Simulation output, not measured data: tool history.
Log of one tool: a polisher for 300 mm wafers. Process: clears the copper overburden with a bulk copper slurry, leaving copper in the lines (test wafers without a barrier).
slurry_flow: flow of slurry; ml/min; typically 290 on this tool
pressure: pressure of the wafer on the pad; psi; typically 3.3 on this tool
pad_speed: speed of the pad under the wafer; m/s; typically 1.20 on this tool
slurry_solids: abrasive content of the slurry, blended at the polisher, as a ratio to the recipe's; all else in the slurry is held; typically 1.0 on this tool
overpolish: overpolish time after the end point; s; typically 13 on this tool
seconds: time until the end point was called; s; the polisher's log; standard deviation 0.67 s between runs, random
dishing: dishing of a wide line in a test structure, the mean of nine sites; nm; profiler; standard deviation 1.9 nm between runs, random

run,hour,slurry_flow,pressure,pad_speed,slurry_solids,overpolish,"incoming thickness of the incoming film, nm",seconds,dishing
1,0.0,290,3.3,1.20,1.0,13,992.1,84.0,79.8
# hour 31.8: worn pad replaced by a new one
2,44.8,290,3.3,1.20,1.0,13,1015.4,82.3,84.0
3,95.8,290,3.3,1.20,1.0,13,1006.7,83.4,82.1
4,147.6,290,3.3,1.20,0.8,13,1003.7,93.1,78.2
# hour 168.6: worn pad replaced by a new one
5,201.5,290,3.3,1.20,0.8,13,983.6,84.1,80.9
# hour 233.0: slurry blender recalibrated
6,235.8,215,3.3,1.30,1.0,13,1003.2,78.1,83.4
# hour 280.0: slurry nozzle cleaned
7,281.4,290,3.3,1.20,1.0,13,1001.3,84.1,80.0
# hour 298.6: head pressure recalibrated
# hour 321.2: worn pad replaced by a new one
8,333.9,290,3.3,1.20,0.9,13,1009.2,83.8,84.3
9,401.8,290,3.3,1.20,1.0,13,998.9,82.3,83.3
# hour 444.8: worn pad replaced by a new one
10,445.3,290,2.3,1.44,1.0,6,1010.1,91.8,43.4
# hour 464.1: slurry blender recalibrated
11,560.1,290,3.3,1.20,0.9,13,993.1,89.5,76.1
# hour 583.2: worn pad replaced by a new one
12,629.8,290,3.3,1.20,1.0,17,979.1,79.0,96.8

Expected results for the next run?
13,656.0,290,3.3,1.20,1.0,19,989.0,?,?

{"run 13": {"seconds": 80.9, "dishing": 101.1}}
Had the tool carried no hidden state, the very same run would have given seconds 78.4 s, dishing 102.6 nm.
